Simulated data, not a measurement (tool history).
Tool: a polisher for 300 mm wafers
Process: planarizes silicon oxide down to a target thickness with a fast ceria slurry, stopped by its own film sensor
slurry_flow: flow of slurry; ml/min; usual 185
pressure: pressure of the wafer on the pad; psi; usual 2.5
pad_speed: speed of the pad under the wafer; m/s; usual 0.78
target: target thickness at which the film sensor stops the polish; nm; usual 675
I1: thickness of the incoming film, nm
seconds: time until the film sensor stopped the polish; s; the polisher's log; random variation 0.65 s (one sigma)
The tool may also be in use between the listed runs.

Run 1, hour 0: usual settings; I1 1609.9. Result: seconds 73.8 s.
At hour 23.7: worn pad replaced by a new one.
Run 2, hour 79: usual settings; I1 1618.1. Result: seconds 74.6 s.
Run 3, hour 123: usual settings; I1 1602.5. Result: seconds 73.9 s.
Run 4, hour 204.2: usual settings but pressure 1.8 psi, target 762 nm; I1 1637.1. Result: seconds 95.5 s.
At hour 210.4: slurry nozzle cleaned.
At hour 284.8: worn pad replaced by a new one.
Run 5, hour 289: usual settings but pressure 1.8 psi, target 762 nm; I1 1612.9. Result: seconds 92.2 s.
Run 6, hour 331.2: usual settings; I1 1630. Result: seconds 75.1 s.
Run 7, hour 397.2: usual settings; I1 1645.5. Result: seconds 77.1 s.
Run 8, hour 472.6: usual settings; I1 1647. Result: seconds 76.3 s.
At hour 483.1: head pressure recalibrated.
At hour 587.9: worn pad replaced by a new one.
At hour 647.7: slurry nozzle cleaned.
Run 9, hour 739.2: usual settings but pressure 1.8 psi, pad_speed 0.94 m/s, target 373 nm; I1 1636. Result: seconds 141.9 s.
At hour 792.9: head pressure recalibrated, repeated, since the last time left the tool worse.
At hour 823: worn pad replaced by a new one.
Run 10, hour 826.4: usual settings but pad_speed 0.9 m/s; I1 1592.9. Result: seconds 68.2 s.
Run 11, hour 895.3: usual settings but slurry_flow 235 ml/min, pressure 2 psi; I1 1633.4. Result: seconds 97.3 s.
Run 12, hour 978.6: usual settings; I1 1647.1. Result: seconds 80.7 s.
At hour 1020.9: slurry nozzle cleaned.
Run 13, hour 1039.4: usual settings but slurry_flow 130 ml/min, pressure 3.2 psi, pad_speed 0.56 m/s; I1 1609.1. Result: seconds 86.2 s.
At hour 1113.4: worn pad replaced by a new one.
Run 14, hour 1146.2: usual settings but pressure 1.7 psi; I1 1650.1. Result: seconds 116.8 s.
Run 15, hour 1231.7: usual settings but slurry_flow 225 ml/min; I1 1640.4. Result: seconds 76.6 s.
Run 16, hour 1325.3: usual settings but slurry_flow 125 ml/min, pressure 3.2 psi, pad_speed 1 m/s; I1 1618.4. Result: seconds 50.3 s.

5 ways to go on from here, each from the tool as it stands after run 16. What would each give?
Run A, hour 1325.7: usual settings; I1 1628.1. Result: seconds ?.
Run B, hour 1325.7: usual settings but slurry_flow 140 ml/min, pressure 2.9 psi, pad_speed 0.64 m/s; I1 1628.1. Result: seconds ?.
Run C, hour 1325.7: usual settings but slurry_flow 225 ml/min, pressure 2.9 psi, pad_speed 1.04 m/s, target 534 nm; I1 1628.1. Result: seconds ?.
Run D, hour 1325.7: usual settings but slurry_flow 150 ml/min, pad_speed 0.68 m/s, target 987 nm; I1 1628.1. Result: seconds ?.
Run E, hour 1325.7: usual settings but slurry_flow 135 ml/min; I1 1628.1. Result: seconds ?.

run  seconds
  A     76.8
  B     83.2
  C     56.3
  D     60.7
  E     80.6
Without the tool's hidden state the same runs would have given:
run  seconds
  A     80.4
  B     87.2
  C       59
  D     63.5
  E     84.4
